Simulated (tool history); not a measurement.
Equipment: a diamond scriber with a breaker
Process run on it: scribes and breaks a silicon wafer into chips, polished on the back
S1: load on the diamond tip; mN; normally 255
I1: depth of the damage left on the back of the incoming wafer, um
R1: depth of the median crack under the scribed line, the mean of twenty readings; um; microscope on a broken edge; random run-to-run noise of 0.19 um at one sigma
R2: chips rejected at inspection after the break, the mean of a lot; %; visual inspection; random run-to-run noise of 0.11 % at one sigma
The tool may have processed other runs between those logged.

run	hour	S1	I1	R1	R2
1	0	307	0.04	16.36	3.44
2	38.9	307	0.01	16.36	3.59
3	86.3	255	0.02	15.05	1.97
4	117.3	255	0.02	15.3	1.81
5	171.3	255	0.02	15.46	1.95
6	203.3	255	0.03	15.54	2.15
7	249.2	255	0.02	15.4	2.02
8	310.2	255	0.02	15.8	2.14
9	339.2	255	0.03	15.56	2.37
# hour 341.6: load on the tip recalibrated
10	384.6	255	0.02	14.73	1.46
11	447.5	255	0.03	15.07	1.66
12	482.5	309	0.01	16.18	4.04
13	539.4	309	0.04	16.88	4.23
14	590.3	255	0.05	15.25	1.88
15	658.6	275	0.05	15.88	3.12
16	713	214	0.02	14.34	1.69
# hour 781.2: load on the tip recalibrated
# hour 905.9: diamond tip replaced by a new one
17	912.4	317	0.04	16.37	4.15
18	947.2	255	0.04	14.98	1.58
19	993.5	255	0.05	15.17	1.81
20	1044.6	216	0.03	14.12	1.72
21	1076.5	230	0.02	14.8	1.35
22	1128.8	229	0.05	14.74	1.79
23	1155.2	192	0.02	13.97	2.45
24	1188	318	0.05	17.39	5.66
# hour 1213.3: load on the tip recalibrated
25	1238.1	204	0.04	13.46	3.26
26	1300.8	278	0.04	15.47	2.01
27	1365	255	0.04	14.9	1.57
28	1420.9	325	0.05	16.97	5.09

Below are 3 alternative next runs, each starting from the tool's condition after run 28. Predict each:
A	1421.4	274	0.04	?	?
B	1421.4	186	0.04	?	?
C	1421.4	327	0.04	?	?

run	R1	R2
A	15.68	2.23
B	13.24	3.44
C	17.06	5.29
With no hidden state in the tool, these same runs would have given:
run	R1	R2
A	15.2	1.71
B	12.84	4.71
C	16.54	3.91
